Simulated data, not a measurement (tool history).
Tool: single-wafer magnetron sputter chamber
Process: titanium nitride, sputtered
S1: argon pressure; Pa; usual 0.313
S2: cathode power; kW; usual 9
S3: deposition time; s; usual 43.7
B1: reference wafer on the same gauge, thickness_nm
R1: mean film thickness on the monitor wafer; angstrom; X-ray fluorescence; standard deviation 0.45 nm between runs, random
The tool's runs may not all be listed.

run	day	S1	S2	S3	B1	R1
1	0	0.313	9	43.7	90.347	730.72
2	2.408	0.226	9	46.9	90.312	812.89
3	3.212	0.313	9	43.7	90.125	721.76
4	4.088	0.313	9	43.7	90.245	716.34
5	4.783	0.408	9	41.8	90.339	658.31
6	5.692	0.369	9	49.4	90.356	787.83
7	6.308	0.369	9	49.4	90.326	786.72
8	6.979	0.369	9	49.4	90.159	778.63
9	8.296	0.41	10.3	39.7	90.36	701.11
10	9.142	0.313	9	43.7	90.24	699.43
11	10.425	0.417	10.2	52.1	90.421	895.98
# day 10.858: sputter target and shields replaced
12	11.004	0.256	10.7	49.5	90.25	1034.6
13	11.846	0.388	9.6	39.3	90.227	707.6
# day 12.179: capacitance manometer re-zeroed and calibrated
# day 12.496: gauge calibrated
14	13.25	0.313	9	49.8	90.487	849.08
# day 14.271: magnet pack replaced
15	14.5	0.392	11	49.8	90.32	1008.22
16	16.842	0.313	9	43.7	90.453	728.98
17	17.879	0.313	9	43.7	90.412	725.11

5 ways to go on from here, each from the tool as it stands after run 17. What would each give?
A	17.896	0.313	9	47.1	?	?
B	17.896	0.392	10.95	40	?	?
C	17.896	0.41	9	50.9	?	?
D	17.896	0.201	10.85	48.1	?	?
E	17.896	0.262	7.75	43.7	?	?

run	B1	R1
A	90.353	787.52
B	90.353	791.28
C	90.353	822.37
D	90.353	1009.24
E	90.353	640.74
Had the tool no hidden state, the same runs would have come out as:
run	R1
A	821.47
B	825.4
C	857.83
D	1052.76
E	668.37
